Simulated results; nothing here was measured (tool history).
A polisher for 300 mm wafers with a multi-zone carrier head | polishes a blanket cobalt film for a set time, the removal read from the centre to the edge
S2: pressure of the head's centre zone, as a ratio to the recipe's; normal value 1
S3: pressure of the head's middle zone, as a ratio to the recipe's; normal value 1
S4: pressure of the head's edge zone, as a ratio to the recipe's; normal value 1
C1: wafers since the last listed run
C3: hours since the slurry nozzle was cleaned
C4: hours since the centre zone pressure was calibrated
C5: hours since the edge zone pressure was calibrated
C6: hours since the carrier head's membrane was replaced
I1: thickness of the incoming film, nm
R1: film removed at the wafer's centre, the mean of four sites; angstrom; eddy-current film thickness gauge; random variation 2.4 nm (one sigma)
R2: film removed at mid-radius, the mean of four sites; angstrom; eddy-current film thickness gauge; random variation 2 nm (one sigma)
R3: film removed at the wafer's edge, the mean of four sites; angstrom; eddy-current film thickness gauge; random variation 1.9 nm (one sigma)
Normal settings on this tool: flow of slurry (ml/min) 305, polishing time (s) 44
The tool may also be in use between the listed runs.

{"run": 1, "hour": 0.0, "flow of slurry (ml/min)": 305, "S2": 1, "S3": 1.08, "S4": 1, "polishing time (s)": 44, "C1": 0, "wafers polished on this pad": 96, "C3": 303.1, "C4": 738.5, "C5": 679, "C6": 1387.4, "I1": 1436.3, "R1": 2585, "R2": 2868, "R3": 2623}
{"run": 2, "hour": 16.5, "flow of slurry (ml/min)": 305, "S2": 1, "S3": 1, "S4": 1, "polishing time (s)": 44, "C1": 138, "wafers polished on this pad": 234, "C3": 319.6, "C4": 755, "C5": 695.5, "C6": 1403.9, "I1": 1419.4, "R1": 2525, "R2": 2541, "R3": 2524}
{"run": 3, "hour": 39.7, "flow of slurry (ml/min)": 305, "S2": 1, "S3": 1, "S4": 1, "polishing time (s)": 44, "C1": 194, "wafers polished on this pad": 429, "C3": 342.8, "C4": 778.2, "C5": 718.7, "C6": 1427.1, "I1": 1421.2, "R1": 2474, "R2": 2500, "R3": 2446}
{"run": 4, "hour": 61.6, "flow of slurry (ml/min)": 305, "S2": 1, "S3": 1, "S4": 1, "polishing time (s)": 44, "C1": 184, "wafers polished on this pad": 613, "C3": 364.7, "C4": 800.1, "C5": 740.6, "C6": 1449, "I1": 1420.6, "R1": 2419, "R2": 2458, "R3": 2443}
{"run": 5, "hour": 90.2, "flow of slurry (ml/min)": 305, "S2": 1, "S3": 1, "S4": 1, "polishing time (s)": 44, "C1": 240, "wafers polished on this pad": 854, "C3": 393.3, "C4": 828.7, "C5": 769.2, "C6": 1477.6, "I1": 1465.4, "R1": 2371, "R2": 2447, "R3": 2398}
{"run": 6, "hour": 103.8, "flow of slurry (ml/min)": 305, "S2": 1, "S3": 1, "S4": 0.93, "polishing time (s)": 49, "C1": 114, "wafers polished on this pad": 968, "C3": 406.9, "C4": 842.3, "C5": 782.8, "C6": 1491.2, "I1": 1452.5, "R1": 2652, "R2": 2745, "R3": 2546}
{"hour": 113.4, "done": "slurry nozzle cleaned"}
{"run": 7, "hour": 119.9, "flow of slurry (ml/min)": 305, "S2": 1, "S3": 1, "S4": 1, "polishing time (s)": 44, "C1": 126, "wafers polished on this pad": 1095, "C3": 6.5, "C4": 858.4, "C5": 798.9, "C6": 1507.3, "I1": 1440.9, "R1": 2345, "R2": 2437, "R3": 2421}
{"hour": 125.0, "done": "worn pad replaced by a new one"}
{"run": 8, "hour": 148.1, "flow of slurry (ml/min)": 305, "S2": 1, "S3": 1, "S4": 1, "polishing time (s)": 44, "C1": 203, "wafers polished on this pad": 193, "C3": 34.7, "C4": 886.6, "C5": 827.1, "C6": 1535.5, "I1": 1432.8, "R1": 2508, "R2": 2578, "R3": 2535}
{"run": 9, "hour": 166.8, "flow of slurry (ml/min)": 305, "S2": 1, "S3": 1, "S4": 1, "polishing time (s)": 44, "C1": 157, "wafers polished on this pad": 351, "C3": 53.4, "C4": 905.3, "C5": 845.8, "C6": 1554.2, "I1": 1421.9, "R1": 2435, "R2": 2541, "R3": 2482}
{"run": 10, "hour": 199.7, "flow of slurry (ml/min)": 245, "S2": 0.92, "S3": 0.96, "S4": 1, "polishing time (s)": 44, "C1": 276, "wafers polished on this pad": 627, "C3": 86.3, "C4": 938.2, "C5": 878.7, "C6": 1587.1, "I1": 1444.5, "R1": 2134, "R2": 2318, "R3": 2382}
{"hour": 217.9, "done": "carrier head's membrane replaced by a new one"}
{"run": 11, "hour": 218.4, "flow of slurry (ml/min)": 305, "S2": 1, "S3": 1, "S4": 1.11, "polishing time (s)": 44, "C1": 115, "wafers polished on this pad": 742, "C3": 105, "C4": 956.9, "C5": 897.4, "C6": 0.5, "I1": 1456.1, "R1": 2356, "R2": 2443, "R3": 2531}
{"hour": 229.7, "done": "centre zone pressure recalibrated"}
{"hour": 241.1, "done": "worn pad replaced by a new one"}
{"run": 12, "hour": 242.2, "flow of slurry (ml/min)": 365, "S2": 1, "S3": 0.96, "S4": 1, "polishing time (s)": 44, "C1": 149, "wafers polished on this pad": 9, "C3": 128.8, "C4": 12.5, "C5": 921.2, "C6": 24.3, "I1": 1419.6, "R1": 2686, "R2": 2639, "R3": 2696}
{"hour": 249.3, "done": "edge zone pressure recalibrated"}
{"run": 13, "hour": 266.0, "flow of slurry (ml/min)": 305, "S2": 1, "S3": 1, "S4": 1, "polishing time (s)": 44, "C1": 183, "wafers polished on this pad": 192, "C3": 152.6, "C4": 36.3, "C5": 16.7, "C6": 48.1, "I1": 1444.7, "R1": 2482, "R2": 2532, "R3": 2540}
{"run": 14, "hour": 296.6, "flow of slurry (ml/min)": 305, "S2": 1.09, "S3": 1, "S4": 1, "polishing time (s)": 32, "C1": 257, "wafers polished on this pad": 449, "C3": 183.2, "C4": 66.9, "C5": 47.3, "C6": 78.7, "I1": 1421.9, "R1": 1903, "R2": 1812, "R3": 1769}
{"run": 15, "hour": 310.7, "flow of slurry (ml/min)": 305, "S2": 1, "S3": 1, "S4": 1.06, "polishing time (s)": 54, "C1": 118, "wafers polished on this pad": 567, "C3": 197.3, "C4": 81, "C5": 61.4, "C6": 92.8, "I1": 1446.6, "R1": 2921, "R2": 2999, "R3": 3022}
{"run": 16, "hour": 326.5, "flow of slurry (ml/min)": 240, "S2": 1, "S3": 1, "S4": 0.94, "polishing time (s)": 44, "C1": 132, "wafers polished on this pad": 700, "C3": 213.1, "C4": 96.8, "C5": 77.2, "C6": 108.6, "I1": 1429.1, "R1": 2318, "R2": 2331, "R3": 2229}
{"hour": 353.2, "done": "worn pad replaced by a new one"}
{"run": 17, "hour": 355.1, "flow of slurry (ml/min)": 305, "S2": 1, "S3": 1.11, "S4": 0.9, "polishing time (s)": 44, "C1": 206, "wafers polished on this pad": 15, "C3": 241.7, "C4": 125.4, "C5": 105.8, "C6": 137.2, "I1": 1425.9, "R1": 2630, "R2": 2937, "R3": 2542}
{"run": 18, "hour": 377.9, "flow of slurry (ml/min)": 305, "S2": 1, "S3": 1, "S4": 1, "polishing time (s)": 44, "C1": 191, "wafers polished on this pad": 207, "C3": 264.5, "C4": 148.2, "C5": 128.6, "C6": 160, "I1": 1436.4, "R1": 2513, "R2": 2596, "R3": 2549}

Alternative continuations, all from the tool just after run 18; predict every row:
{"run": "A", "hour": 378.3, "flow of slurry (ml/min)": 305, "S2": 1, "S3": 1, "S4": 1, "polishing time (s)": 44, "C1": 3, "wafers polished on this pad": 210, "C3": 264.9, "C4": 148.6, "C5": 129, "C6": 160.4, "I1": 1433.2, "R1": "?", "R2": "?", "R3": "?"}
{"run": "B", "hour": 378.3, "flow of slurry (ml/min)": 275, "S2": 0.89, "S3": 0.89, "S4": 1, "polishing time (s)": 30, "C1": 3, "wafers polished on this pad": 210, "C3": 264.9, "C4": 148.6, "C5": 129, "C6": 160.4, "I1": 1433.2, "R1": "?", "R2": "?", "R3": "?"}
{"run": "C", "hour": 378.3, "flow of slurry (ml/min)": 350, "S2": 1, "S3": 1.07, "S4": 0.88, "polishing time (s)": 40, "C1": 3, "wafers polished on this pad": 210, "C3": 264.9, "C4": 148.6, "C5": 129, "C6": 160.4, "I1": 1433.2, "R1": "?", "R2": "?", "R3": "?"}
{"run": "D", "hour": 378.3, "flow of slurry (ml/min)": 235, "S2": 1, "S3": 1, "S4": 1, "polishing time (s)": 56, "C1": 3, "wafers polished on this pad": 210, "C3": 264.9, "C4": 148.6, "C5": 129, "C6": 160.4, "I1": 1433.2, "R1": "?", "R2": "?", "R3": "?"}

run=A R1=2498 R2=2548 R3=2521
run=B R1=1494 R2=1559 R3=1706
run=C R1=2306 R2=2486 R3=2179
run=D R1=3068 R2=3140 R3=3131
Without the tool's hidden state the same runs would have given:
run=A R1=2678 R2=2732 R3=2702
run=B R1=1602 R2=1672 R3=1829
run=C R1=2472 R2=2666 R3=2336
run=D R1=3289 R2=3367 R3=3356
